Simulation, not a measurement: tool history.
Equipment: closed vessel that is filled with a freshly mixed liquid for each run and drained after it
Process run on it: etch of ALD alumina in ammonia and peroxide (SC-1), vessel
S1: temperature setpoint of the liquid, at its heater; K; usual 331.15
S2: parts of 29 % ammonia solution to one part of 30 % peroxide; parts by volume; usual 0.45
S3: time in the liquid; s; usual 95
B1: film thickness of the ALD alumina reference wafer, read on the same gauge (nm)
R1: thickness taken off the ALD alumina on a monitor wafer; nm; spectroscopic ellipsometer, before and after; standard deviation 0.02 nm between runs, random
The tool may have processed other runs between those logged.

Run 1, hour 0.0: usual settings but S1 337.65 K; B1 130.00. Result: R1 8.73 nm.
Run 2, hour 30.1: usual settings but S3 80 s; B1 129.98. Result: R1 5.26 nm.
Run 3, hour 90.5: usual settings; B1 130.00. Result: R1 6.26 nm.
Run 4, hour 144.6: usual settings; B1 130.01. Result: R1 6.28 nm.
At hour 145.8: new drum of ammonia solution connected.
At hour 162.6: gauge calibrated.
Run 5, hour 204.5: usual settings; B1 130.02. Result: R1 6.30 nm.
Run 6, hour 273.4: usual settings; B1 130.01. Result: R1 6.27 nm.
Run 7, hour 309.7: usual settings; B1 130.00. Result: R1 6.32 nm.
Run 8, hour 368.5: usual settings but S1 323.15 K, S2 0.35 parts by volume, S3 145 s; B1 130.01. Result: R1 6.07 nm.
At hour 423.9: thermometer replaced.
Run 9, hour 424.6: usual settings but S1 328.15 K, S3 145 s; B1 130.00. Result: R1 8.15 nm.
Run 10, hour 468.6: usual settings but S1 334.15 K, S2 0.60 parts by volume, S3 130 s; B1 129.99. Result: R1 10.33 nm.
Run 11, hour 539.7: usual settings; B1 129.99. Result: R1 6.22 nm.
Run 12, hour 575.6: usual settings but S1 336.65 K, S2 0.40 parts by volume, S3 70 s; B1 130.00. Result: R1 6.06 nm.
Run 13, hour 637.3: usual settings but S1 323.65 K, S2 0.60 parts by volume, S3 130 s; B1 130.00. Result: R1 5.88 nm.
Run 14, hour 699.5: usual settings but S1 323.15 K, S2 0.40 parts by volume; B1 130.02. Result: R1 4.01 nm.
Run 15, hour 724.1: usual settings but S1 323.65 K, S2 0.30 parts by volume, S3 125 s; B1 129.99. Result: R1 5.28 nm.
Run 16, hour 749.0: usual settings; B1 130.00. Result: R1 6.24 nm.
At hour 755.2: ammonia flow meter replaced.
Run 17, hour 787.8: usual settings but S1 325.15 K, S2 0.65 parts by volume, S3 130 s; B1 129.99. Result: R1 6.52 nm.
Run 18, hour 839.3: usual settings but S2 0.30 parts by volume, S3 80 s; B1 129.98. Result: R1 5.10 nm.
Run 19, hour 867.6: usual settings but S2 0.30 parts by volume; B1 129.98. Result: R1 6.05 nm.
Run 20, hour 937.9: usual settings but S1 326.15 K; B1 130.02. Result: R1 4.83 nm.
At hour 974.6: thermometer replaced.
Run 21, hour 988.3: usual settings but S1 336.15 K, S2 0.35 parts by volume, S3 145 s; B1 129.99. Result: R1 12.08 nm.
Run 22, hour 1049.5: usual settings; B1 130.00. Result: R1 6.28 nm.
Run 23, hour 1093.3: usual settings but S1 340.65 K, S2 0.55 parts by volume, S3 140 s; B1 130.00. Result: R1 15.21 nm.
Run 24, hour 1152.8: usual settings; B1 130.00. Result: R1 6.28 nm.
Run 25, hour 1183.5: usual settings but S1 337.15 K, S3 45 s; B1 130.00. Result: R1 4.02 nm.
Run 26, hour 1244.3: usual settings; B1 130.01. Result: R1 6.24 nm.
At hour 1269.0: new drum of ammonia solution connected.
Run 27, hour 1285.3: usual settings but S1 339.15 K, S2 0.65 parts by volume; B1 130.02. Result: R1 9.80 nm.
Run 28, hour 1334.2: usual settings but S2 0.35 parts by volume; B1 129.98. Result: R1 6.15 nm.
At hour 1336.1: gauge calibrated.
Run 29, hour 1398.2: usual settings but S1 321.65 K; B1 129.99. Result: R1 3.80 nm.

Below are 4 alternative next runs, each starting from the tool's condition after run 29. Predict each:
Run A, hour 1398.9: usual settings; B1 ?. Result: R1 ?.
Run B, hour 1398.9: usual settings but S1 337.15 K, S2 0.55 parts by volume, S3 140 s; B1 ?. Result: R1 ?.
Run C, hour 1398.9: usual settings but S3 140 s; B1 ?. Result: R1 ?.
Run D, hour 1398.9: usual settings but S3 55 s; B1 ?. Result: R1 ?.

run      B1     R1
  A  130.00   6.30
  B  130.00  12.84
  C  130.00   9.28
  D  130.00   3.65
Had the tool no hidden state, the same runs would have come out as:
run     R1
  A   6.35
  B  12.95
  C   9.36
  D   3.68
